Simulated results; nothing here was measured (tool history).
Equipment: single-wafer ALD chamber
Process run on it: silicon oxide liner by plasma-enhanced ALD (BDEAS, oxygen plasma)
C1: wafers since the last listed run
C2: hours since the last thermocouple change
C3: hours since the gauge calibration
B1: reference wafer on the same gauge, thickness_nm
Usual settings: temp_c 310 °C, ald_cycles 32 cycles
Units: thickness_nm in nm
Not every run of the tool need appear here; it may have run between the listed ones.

{"run": 1, "hour": 0.0, "temp_c": 310, "ald_cycles": 32, "C1": 0, "C2": 1726.9, "C3": 1245.5, "B1": 3.592, "thickness_nm": 3.548}
{"run": 2, "hour": 56.3, "temp_c": 310, "ald_cycles": 28, "C1": 600, "C2": 1783.2, "C3": 1301.8, "B1": 3.592, "thickness_nm": 3.115}
{"run": 3, "hour": 208.2, "temp_c": 310, "ald_cycles": 28, "C1": 1618, "C2": 1935.1, "C3": 1453.7, "B1": 3.591, "thickness_nm": 3.102}
{"run": 4, "hour": 278.5, "temp_c": 310, "ald_cycles": 28, "C1": 749, "C2": 2005.4, "C3": 1524.0, "B1": 3.592, "thickness_nm": 3.101}
{"run": 5, "hour": 303.9, "temp_c": 310, "ald_cycles": 32, "C1": 270, "C2": 2030.8, "C3": 1549.4, "B1": 3.589, "thickness_nm": 3.55}
{"run": 6, "hour": 328.9, "temp_c": 310, "ald_cycles": 32, "C1": 266, "C2": 2055.8, "C3": 1574.4, "B1": 3.59, "thickness_nm": 3.555}
{"run": 7, "hour": 385.8, "temp_c": 310, "ald_cycles": 32, "C1": 606, "C2": 2112.7, "C3": 1631.3, "B1": 3.589, "thickness_nm": 3.556}
{"run": 8, "hour": 433.3, "temp_c": 310, "ald_cycles": 36, "C1": 506, "C2": 2160.2, "C3": 1678.8, "B1": 3.587, "thickness_nm": 4.016}
{"run": 9, "hour": 488.7, "temp_c": 300, "ald_cycles": 29, "C1": 590, "C2": 2215.6, "C3": 1734.2, "B1": 3.592, "thickness_nm": 3.303}
{"hour": 504.5, "done": "gauge calibrated"}
{"run": 10, "hour": 517.9, "temp_c": 321, "ald_cycles": 37, "C1": 311, "C2": 2244.8, "C3": 13.4, "B1": 3.588, "thickness_nm": 4.037}
{"run": 11, "hour": 585.9, "temp_c": 321, "ald_cycles": 37, "C1": 724, "C2": 2312.8, "C3": 81.4, "B1": 3.589, "thickness_nm": 4.038}
{"run": 12, "hour": 655.1, "temp_c": 310, "ald_cycles": 32, "C1": 737, "C2": 2382.0, "C3": 150.6, "B1": 3.59, "thickness_nm": 3.562}
{"run": 13, "hour": 722.5, "temp_c": 310, "ald_cycles": 32, "C1": 718, "C2": 2449.4, "C3": 218.0, "B1": 3.59, "thickness_nm": 3.555}
{"hour": 760.0, "done": "thermocouple changed; heater temperature recalibrated"}
{"run": 14, "hour": 760.5, "temp_c": 310, "ald_cycles": 32, "C1": 319, "C2": 0.5, "C3": 256.0, "B1": 3.59, "thickness_nm": 3.549}
{"run": 15, "hour": 781.9, "temp_c": 310, "ald_cycles": 35, "C1": 228, "C2": 21.9, "C3": 277.4, "B1": 3.593, "thickness_nm": 3.877}
{"run": 16, "hour": 815.9, "temp_c": 319, "ald_cycles": 36, "C1": 362, "C2": 55.9, "C3": 311.4, "B1": 3.589, "thickness_nm": 3.924}
{"run": 17, "hour": 885.8, "temp_c": 319, "ald_cycles": 26, "C1": 744, "C2": 125.8, "C3": 381.3, "B1": 3.59, "thickness_nm": 2.86}
{"run": 18, "hour": 941.5, "temp_c": 320, "ald_cycles": 32, "C1": 593, "C2": 181.5, "C3": 437.0, "B1": 3.589, "thickness_nm": 3.495}
{"run": 19, "hour": 1134.9, "temp_c": 297, "ald_cycles": 32, "C1": 2061, "C2": 374.9, "C3": 630.4, "B1": 3.593, "thickness_nm": 3.664}
{"run": 20, "hour": 1159.8, "temp_c": 323, "ald_cycles": 30, "C1": 265, "C2": 399.8, "C3": 655.3, "B1": 3.588, "thickness_nm": 3.265}
{"run": 21, "hour": 1212.1, "temp_c": 310, "ald_cycles": 32, "C1": 557, "C2": 452.1, "C3": 707.6, "B1": 3.59, "thickness_nm": 3.558}
{"run": 22, "hour": 1252.7, "temp_c": 300, "ald_cycles": 35, "C1": 432, "C2": 492.7, "C3": 748.2, "B1": 3.588, "thickness_nm": 3.981}

Run 23, settings as shown, results not yet in. Your forecast:
{"run": 23, "hour": 1290.6, "temp_c": 310, "ald_cycles": 32, "C1": 403, "C2": 530.6, "C3": 786.1, "B1": "?", "thickness_nm": "?"}

Run 23 yielded B1 3.589, thickness_nm 3.572 nm.
With no hidden state in the tool, this same run would have given thickness_nm 3.572 nm.

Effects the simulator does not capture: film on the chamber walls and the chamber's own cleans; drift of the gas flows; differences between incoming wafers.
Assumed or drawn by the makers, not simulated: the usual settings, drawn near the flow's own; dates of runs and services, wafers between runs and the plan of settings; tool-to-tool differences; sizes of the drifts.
